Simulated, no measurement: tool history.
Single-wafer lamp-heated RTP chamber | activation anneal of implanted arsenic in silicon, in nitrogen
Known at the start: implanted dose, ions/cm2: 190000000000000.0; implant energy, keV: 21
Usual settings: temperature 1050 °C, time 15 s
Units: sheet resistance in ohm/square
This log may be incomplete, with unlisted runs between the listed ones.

run   hour  temperature  time  read-back reference wafer on the same gauge, sheet resistance  sheet resistance
  1    0.0         1050    18                                                         431.13            458.90
  2   15.6         1069    20                                                         431.19            453.81
  3   30.3         1069    20                                                         431.17            453.27
  4   40.1         1050    15                                                         431.21            459.21
  5   47.8         1050    15                                                         430.85            460.17
  6   58.6         1050    15                                                         430.46            458.88
  7   71.6         1050    15                                                         430.79            459.08
  8   83.0         1050    15                                                         430.65            460.81
  9   95.6         1050    20                                                         430.60            455.27
 10  110.9         1050    15                                                         430.62            459.78
 11  128.3         1068    15                                                         430.12            456.00
 12  135.9         1068    15                                                         429.85            455.82
 13  144.7         1050    15                                                         430.19            457.99
 14  161.9         1050    15                                                         429.78            458.60
 15  179.1         1050    15                                                         429.86            459.14
 16  204.3         1050    15                                                         429.65            458.43
 17  218.8         1066     9                                                         429.62            457.81
 18  234.3         1071    24                                                         429.55            448.57
 19  246.2         1027    12                                                         429.31            462.74
 20  260.4         1040    10                                                         429.19            461.90
 21  271.2         1064    15                                                         428.90            455.58
 22  282.0         1076    12                                                         428.78            454.75
     289.5  -- gauge calibrated
 23  298.5         1039    11                                                         433.44            466.80
 24  310.8         1050     6                                                         433.26            466.58
     322.7  -- pyrometer window cleaned and pyrometer calibrated
 25  323.2         1050    15                                                         432.86            462.31
 26  332.0         1050    15                                                         433.43            461.23
 27  346.0         1050    17                                                         433.37            461.25
     366.4  -- reflector plate cleaned
 28  366.9         1028     9                                                         432.79            466.12
 29  369.9         1069    11                                                         432.63            460.25
 30  406.9         1050    15                                                         432.16            460.06
 31  418.3         1028    18                                                         432.08            463.20
 32  426.9         1050    15                                                         432.19            460.28
 33  434.2         1069    22                                                         432.01            453.36
 34  451.1         1050    15                                                         432.20            461.06
 35  463.3         1032     7                                                         432.06            465.43
 36  470.7         1041    15                                                         431.67            460.74
 37  476.8         1034    19                                                         431.77            461.77
 38  491.9         1050     7                                                         431.64            464.72

3 ways to go on from here, each from the tool as it stands after run 38. What would each give?
  A  492.3         1050    21                                                              ?                 ?
  B  492.3         1077    15                                                              ?                 ?
  C  492.3         1021    23                                                              ?                 ?

run  read-back reference wafer on the same gauge, sheet resistance  sheet resistance
  A                                                         432.00            457.73
  B                                                         432.00            455.39
  C                                                         432.00            461.61
Without the tool's hidden state the same runs would have given:
run  sheet resistance
  A            459.12
  B            456.76
  C            463.01
